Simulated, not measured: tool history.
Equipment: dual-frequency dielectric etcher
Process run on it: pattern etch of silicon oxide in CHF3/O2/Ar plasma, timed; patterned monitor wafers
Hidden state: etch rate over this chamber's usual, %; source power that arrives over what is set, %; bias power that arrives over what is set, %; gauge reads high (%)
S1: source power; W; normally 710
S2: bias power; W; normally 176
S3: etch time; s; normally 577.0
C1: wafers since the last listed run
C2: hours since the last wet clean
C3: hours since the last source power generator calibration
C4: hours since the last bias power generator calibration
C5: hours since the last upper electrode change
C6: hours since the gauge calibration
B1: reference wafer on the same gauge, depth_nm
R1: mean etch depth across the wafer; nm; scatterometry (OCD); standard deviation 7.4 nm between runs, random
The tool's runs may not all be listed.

run 1 hour=0.0 | S1=710 S2=176 S3=577.0 | C1=0 C2=1.6 C3=839.6 C4=1273.5 C5=1519.3 C6=646.5 | B1=1258.8 | R1=1314.9
run 2 hour=35.7 | S1=710 S2=176 S3=577.0 | C1=147 C2=37.3 C3=875.3 C4=1309.2 C5=1555.0 C6=682.2 | B1=1259.8 | R1=1296.2
run 3 hour=104.7 | S1=710 S2=176 S3=577.0 | C1=285 C2=106.3 C3=944.3 C4=1378.2 C5=1624.0 C6=751.2 | B1=1255.6 | R1=1291.6
run 4 hour=146.0 | S1=710 S2=176 S3=577.0 | C1=170 C2=147.6 C3=985.6 C4=1419.5 C5=1665.3 C6=792.5 | B1=1261.8 | R1=1298.1
run 5 hour=195.8 | S1=610 S2=176 S3=577.0 | C1=205 C2=197.4 C3=1035.4 C4=1469.3 C5=1715.1 C6=842.3 | B1=1259.7 | R1=1215.9
run 6 hour=232.2 | S1=610 S2=176 S3=577.0 | C1=150 C2=233.8 C3=1071.8 C4=1505.7 C5=1751.5 C6=878.7 | B1=1262.3 | R1=1224.8
run 7 hour=268.8 | S1=710 S2=176 S3=577.0 | C1=151 C2=270.4 C3=1108.4 C4=1542.3 C5=1788.1 C6=915.3 | B1=1259.5 | R1=1292.9
run 8 hour=331.9 | S1=710 S2=176 S3=507.0 | C1=260 C2=333.5 C3=1171.5 C4=1605.4 C5=1851.2 C6=978.4 | B1=1260.6 | R1=1121.6
run 9 hour=384.4 | S1=710 S2=176 S3=577.0 | C1=216 C2=386.0 C3=1224.0 C4=1657.9 C5=1903.7 C6=1030.9 | B1=1258.2 | R1=1277.1
run 10 hour=438.0 | S1=710 S2=176 S3=577.0 | C1=221 C2=439.6 C3=1277.6 C4=1711.5 C5=1957.3 C6=1084.5 | B1=1259.1 | R1=1276.8
-- hour=459.2 gauge calibrated
run 11 hour=463.6 | S1=710 S2=176 S3=577.0 | C1=105 C2=465.2 C3=1303.2 C4=1737.1 C5=1982.9 C6=4.4 | B1=1260.8 | R1=1274.0
-- hour=494.6 wet clean of the chamber
run 12 hour=525.7 | S1=710 S2=176 S3=577.0 | C1=157 C2=31.1 C3=1365.3 C4=1799.2 C5=2045.0 C6=66.5 | B1=1262.0 | R1=1312.8
run 13 hour=585.7 | S1=780 S2=164 S3=457.5 | C1=247 C2=91.1 C3=1425.3 C4=1859.2 C5=2105.0 C6=126.5 | B1=1259.3 | R1=1062.3
run 14 hour=785.4 | S1=710 S2=176 S3=577.0 | C1=825 C2=290.8 C3=1625.0 C4=2058.9 C5=2304.7 C6=326.2 | B1=1260.4 | R1=1277.2
-- hour=827.2 bias power generator calibrated
run 15 hour=844.0 | S1=850 S2=147 S3=484.5 | C1=225 C2=349.4 C3=1683.6 C4=16.8 C5=2363.3 C6=384.8 | B1=1260.3 | R1=1112.8
-- hour=872.1 source power generator calibrated
run 16 hour=894.6 | S1=630 S2=138 S3=512.5 | C1=192 C2=400.0 C3=22.5 C4=67.4 C5=2413.9 C6=435.4 | B1=1258.6 | R1=1031.8
run 17 hour=941.9 | S1=800 S2=163 S3=702.0 | C1=195 C2=447.3 C3=69.8 C4=114.7 C5=2461.2 C6=482.7 | B1=1258.2 | R1=1599.5
-- hour=975.8 upper electrode replaced
-- hour=999.9 wet clean of the chamber
run 18 hour=1001.5 | S1=760 S2=176 S3=577.0 | C1=47 C2=1.6 C3=129.4 C4=174.3 C5=25.7 C6=542.3 | B1=1260.2 | R1=1363.2
run 19 hour=1069.3 | S1=710 S2=136 S3=660.5 | C1=280 C2=69.4 C3=197.2 C4=242.1 C5=93.5 C6=610.1 | B1=1259.0 | R1=1437.2
run 20 hour=1140.7 | S1=850 S2=147 S3=484.5 | C1=295 C2=140.8 C3=268.6 C4=313.5 C5=164.9 C6=681.5 | B1=1260.3 | R1=1142.0
run 21 hour=1172.7 | S1=710 S2=134 S3=513.0 | C1=132 C2=172.8 C3=300.6 C4=345.5 C5=196.9 C6=713.5 | B1=1255.6 | R1=1091.1
run 22 hour=1200.0 | S1=810 S2=210 S3=577.0 | C1=112 C2=200.1 C3=327.9 C4=372.8 C5=224.2 C6=740.8 | B1=1260.8 | R1=1414.5
run 23 hour=1253.5 | S1=610 S2=176 S3=695.5 | C1=221 C2=253.6 C3=381.4 C4=426.3 C5=277.7 C6=794.3 | B1=1259.6 | R1=1468.9
run 24 hour=1285.0 | S1=790 S2=211 S3=495.5 | C1=130 C2=285.1 C3=412.9 C4=457.8 C5=309.2 C6=825.8 | B1=1262.1 | R1=1206.5

Below are 3 alternative next runs, each starting from the tool's condition after run 24. Predict each:
run A hour=1285.6 | S1=710 S2=176 S3=734.0 | C1=2 C2=285.7 C3=413.5 C4=458.4 C5=309.8 C6=826.4 | B1=? | R1=?
run B hour=1285.6 | S1=660 S2=219 S3=715.0 | C1=2 C2=285.7 C3=413.5 C4=458.4 C5=309.8 C6=826.4 | B1=? | R1=?
run C hour=1285.6 | S1=540 S2=190 S3=658.5 | C1=2 C2=285.7 C3=413.5 C4=458.4 C5=309.8 C6=826.4 | B1=? | R1=?

run=A B1=1258.9 R1=1663.9
run=B B1=1258.9 R1=1661.1
run=C B1=1258.9 R1=1372.4
With no hidden state in the tool, these same runs would have given:
run=A R1=1681.6
run=B R1=1678.8
run=C R1=1387.0

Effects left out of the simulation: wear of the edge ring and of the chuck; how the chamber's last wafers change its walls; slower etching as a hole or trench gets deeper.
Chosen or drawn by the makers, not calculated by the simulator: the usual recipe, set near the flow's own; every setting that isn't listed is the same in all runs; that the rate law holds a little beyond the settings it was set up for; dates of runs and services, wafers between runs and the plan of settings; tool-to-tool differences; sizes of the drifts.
